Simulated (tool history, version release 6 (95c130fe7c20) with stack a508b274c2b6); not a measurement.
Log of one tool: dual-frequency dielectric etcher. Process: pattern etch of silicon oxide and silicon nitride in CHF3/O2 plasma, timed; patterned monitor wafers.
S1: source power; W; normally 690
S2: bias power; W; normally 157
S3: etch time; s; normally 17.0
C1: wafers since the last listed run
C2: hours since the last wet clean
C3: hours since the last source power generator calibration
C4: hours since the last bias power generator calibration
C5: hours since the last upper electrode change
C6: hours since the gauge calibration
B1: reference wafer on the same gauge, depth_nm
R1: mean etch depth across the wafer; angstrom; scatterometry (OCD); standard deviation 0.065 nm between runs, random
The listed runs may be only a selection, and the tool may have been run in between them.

run 1 hour=0.0 | S1=650 S2=157 S3=17.0 | C1=0 C2=139.8 C3=3729.0 C4=3554.3 C5=3104.4 C6=415.9 | B1=26.23 | R1=257.3
run 2 hour=59.2 | S1=650 S2=157 S3=17.0 | C1=1287 C2=199.0 C3=3788.2 C4=3613.5 C5=3163.6 C6=475.1 | B1=26.20 | R1=256.6
run 3 hour=125.6 | S1=690 S2=157 S3=18.5 | C1=1443 C2=265.4 C3=3854.6 C4=3679.9 C5=3230.0 C6=541.5 | B1=26.20 | R1=285.7
run 4 hour=189.0 | S1=690 S2=157 S3=17.0 | C1=1378 C2=328.8 C3=3918.0 C4=3743.3 C5=3293.4 C6=604.9 | B1=26.18 | R1=263.5
run 5 hour=231.3 | S1=770 S2=157 S3=17.0 | C1=919 C2=371.1 C3=3960.3 C4=3785.6 C5=3335.7 C6=647.2 | B1=26.17 | R1=272.6
run 6 hour=280.0 | S1=770 S2=157 S3=17.0 | C1=1058 C2=419.8 C3=4009.0 C4=3834.3 C5=3384.4 C6=695.9 | B1=26.19 | R1=273.0
-- hour=293.5 gauge calibrated
-- hour=341.4 wet clean of the chamber
run 7 hour=341.9 | S1=740 S2=157 S3=17.0 | C1=824 C2=0.5 C3=4070.9 C4=3896.2 C5=3446.3 C6=48.4 | B1=26.18 | R1=278.5
run 8 hour=373.8 | S1=740 S2=157 S3=17.0 | C1=693 C2=32.4 C3=4102.8 C4=3928.1 C5=3478.2 C6=80.3 | B1=26.19 | R1=280.0
-- hour=407.3 bias power generator calibrated
run 9 hour=409.2 | S1=690 S2=157 S3=17.0 | C1=682 C2=67.8 C3=4138.2 C4=1.9 C5=3513.6 C6=115.7 | B1=26.20 | R1=273.2
run 10 hour=445.7 | S1=630 S2=157 S3=17.0 | C1=793 C2=104.3 C3=4174.7 C4=38.4 C5=3550.1 C6=152.2 | B1=26.22 | R1=266.5
run 11 hour=494.2 | S1=690 S2=129 S3=17.0 | C1=1054 C2=152.8 C3=4223.2 C4=86.9 C5=3598.6 C6=200.7 | B1=26.21 | R1=266.6
-- hour=554.5 upper electrode replaced
-- hour=563.7 wet clean of the chamber, repeated, since the last time left the tool worse
run 12 hour=628.3 | S1=690 S2=129 S3=17.0 | C1=2193 C2=64.6 C3=4357.3 C4=221.0 C5=73.8 C6=334.8 | B1=26.20 | R1=249.7
-- hour=636.0 source power generator calibrated
run 13 hour=656.8 | S1=690 S2=144 S3=21.0 | C1=532 C2=93.1 C3=20.8 C4=249.5 C5=102.3 C6=363.3 | B1=26.19 | R1=314.6
run 14 hour=711.2 | S1=860 S2=119 S3=17.0 | C1=1182 C2=147.5 C3=75.2 C4=303.9 C5=156.7 C6=417.7 | B1=26.19 | R1=265.4
run 15 hour=772.8 | S1=830 S2=157 S3=14.0 | C1=1339 C2=209.1 C3=136.8 C4=365.5 C5=218.3 C6=479.3 | B1=26.20 | R1=226.3
run 16 hour=813.6 | S1=690 S2=135 S3=17.0 | C1=887 C2=249.9 C3=177.6 C4=406.3 C5=259.1 C6=520.1 | B1=26.23 | R1=253.6
run 17 hour=859.6 | S1=850 S2=176 S3=14.0 | C1=1000 C2=295.9 C3=223.6 C4=452.3 C5=305.1 C6=566.1 | B1=26.20 | R1=233.5
run 18 hour=902.1 | S1=800 S2=134 S3=13.5 | C1=924 C2=338.4 C3=266.1 C4=494.8 C5=347.6 C6=608.6 | B1=26.22 | R1=211.5

Hidden state at the last listed run before each entry between runs and at the first one after, where it differs:
From run 6 to run 7: gauge calibrated (hour 293.5); wet clean of the chamber (hour 341.4)
  etch rate over this chamber's usual, %: 2.65 -> 5.71
  the result without the hidden state subtracted from the measured one, R1: +7.0 -> +15.0 angstrom
From run 8 to run 9: bias power generator calibrated (hour 407.3)
  etch rate over this chamber's usual, %: 5.88 -> 6.07
  the result without the hidden state subtracted from the measured one, R1: +15.6 -> +15.6 angstrom
From run 11 to run 12: upper electrode replaced (hour 554.5); wet clean of the chamber, repeated, since the last time left the tool worse (hour 563.7)
  etch rate over this chamber's usual, %: 6.52 -> -0.124
  the result without the hidden state subtracted from the measured one, R1: +16.3 -> -0.3 angstrom
From run 12 to run 13: source power generator calibrated (hour 636.0)
  etch rate over this chamber's usual, %: -0.124 -> 0.0286
  the result without the hidden state subtracted from the measured one, R1: -0.3 -> +0.1 angstrom

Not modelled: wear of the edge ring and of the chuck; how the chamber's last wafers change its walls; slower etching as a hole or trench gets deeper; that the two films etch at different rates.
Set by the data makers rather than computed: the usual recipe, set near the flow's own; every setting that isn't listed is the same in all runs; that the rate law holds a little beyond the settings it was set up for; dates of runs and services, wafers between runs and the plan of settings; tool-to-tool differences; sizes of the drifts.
